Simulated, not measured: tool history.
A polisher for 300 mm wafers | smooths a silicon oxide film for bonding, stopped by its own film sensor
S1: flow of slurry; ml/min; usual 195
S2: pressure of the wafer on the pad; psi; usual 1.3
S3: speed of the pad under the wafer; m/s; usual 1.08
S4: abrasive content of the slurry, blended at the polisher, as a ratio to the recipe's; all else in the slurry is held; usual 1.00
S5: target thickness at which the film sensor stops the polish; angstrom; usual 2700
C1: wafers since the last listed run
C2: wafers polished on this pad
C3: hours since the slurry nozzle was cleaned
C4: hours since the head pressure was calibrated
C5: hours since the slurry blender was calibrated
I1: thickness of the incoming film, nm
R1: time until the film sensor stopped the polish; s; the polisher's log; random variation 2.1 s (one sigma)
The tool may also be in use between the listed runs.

run	day	S1	S2	S3	S4	S5	C1	C2	C3	C4	C5	I1	R1
1	0.000	195	1.3	1.08	1.00	2700	0	717	520.1	258.7	321.4	333.9	108.2
2	0.462	195	1.3	1.08	1.00	2700	106	824	531.2	269.8	332.5	335.8	110.3
3	0.938	195	1.3	1.08	1.00	2700	109	934	542.6	281.2	343.9	335.4	116.0
# day 1.258: slurry blender recalibrated
4	1.383	195	1.3	1.08	1.00	2700	83	1018	553.3	291.9	3.0	333.2	100.2
5	1.712	195	1.3	1.08	1.00	2700	76	1094	561.2	299.8	10.9	340.9	115.3
# day 1.929: worn pad replaced by a new one
6	2.158	195	1.3	1.08	1.00	2700	64	52	571.9	310.5	21.6	340.4	111.4
# day 2.604: head pressure recalibrated
7	2.829	195	1.3	1.08	0.90	2700	135	188	588.0	5.4	37.7	334.9	112.5
8	3.146	195	1.3	1.08	1.00	2810	73	261	595.6	13.0	45.3	337.4	96.7
9	3.662	195	1.3	1.08	1.00	2810	119	381	608.0	25.4	57.7	333.9	87.1
10	4.258	195	1.3	1.08	1.00	2810	137	518	622.3	39.7	72.0	343.8	102.9
11	4.942	195	1.3	1.08	1.00	2700	158	677	638.7	56.1	88.4	340.9	122.4
12	5.262	195	1.3	1.08	1.00	2700	74	751	646.4	63.8	96.1	342.2	119.2
13	5.979	195	1.3	1.08	1.10	2700	165	916	663.6	81.0	113.3	344.0	118.2
14	6.608	195	1.5	0.90	1.00	2790	145	1062	678.7	96.1	128.4	345.2	117.0
# day 7.325: worn pad replaced by a new one
15	7.346	195	1.3	1.08	1.00	2700	132	4	696.4	113.8	146.1	341.5	120.8
16	7.892	195	1.3	1.08	1.00	2700	126	130	709.5	126.9	159.2	345.8	122.5
17	8.142	150	1.3	1.08	1.00	2700	57	188	715.5	132.9	165.2	334.7	112.3
18	8.442	150	1.3	0.96	1.20	2840	69	258	722.7	140.1	172.4	335.7	91.0
19	8.804	195	1.7	1.08	1.10	2700	83	341	731.4	148.8	181.1	334.9	89.2
20	9.296	195	1.3	1.22	1.00	2570	113	455	743.2	160.6	192.9	342.6	131.6
# day 9.367: slurry nozzle cleaned
21	9.742	195	0.8	0.82	0.80	2790	93	549	9.0	171.3	203.6	347.2	210.2
22	10.150	195	1.3	1.08	1.00	2930	94	643	18.8	181.1	213.4	337.6	74.4
23	10.625	195	1.5	1.08	1.00	2560	109	753	30.2	192.5	224.8	336.6	126.4
24	11.371	245	1.3	1.08	1.25	2840	172	925	48.1	210.4	242.7	339.6	80.4
25	12.008	195	0.9	1.08	0.90	2700	147	1073	63.4	225.7	258.0	336.6	141.4
26	12.417	195	1.0	1.08	1.00	2700	94	1167	73.2	235.5	267.8	344.7	145.9
# day 12.754: worn pad replaced by a new one
# day 13.108: slurry blender recalibrated
27	14.196	195	1.3	0.80	0.75	2700	353	313	115.9	278.2	26.1	332.7	146.6
28	14.862	195	0.9	1.08	1.00	2910	154	467	131.9	294.2	42.1	336.5	83.7
29	15.383	215	1.0	1.08	1.00	2700	120	588	144.4	306.7	54.6	335.6	117.3

Forecast each of these 5 alternatives for the next run:
A	15.404	155	1.3	1.08	1.00	2700	4	593	144.9	307.2	55.1	347.7	?
B	15.404	215	1.0	1.08	0.70	2870	4	593	144.9	307.2	55.1	347.7	?
C	15.404	195	1.0	1.08	0.85	2530	4	593	144.9	307.2	55.1	347.7	?
D	15.404	195	1.0	0.92	1.00	2700	4	593	144.9	307.2	55.1	347.7	?
E	15.404	195	1.3	0.78	1.00	2700	4	593	144.9	307.2	55.1	347.7	?

run	R1
A	127.3
B	139.4
C	192.5
D	163.1
E	160.4
Without the tool's hidden state the same runs would have given:
run	R1
A	134.8
B	147.3
C	203.6
D	172.8
E	169.9
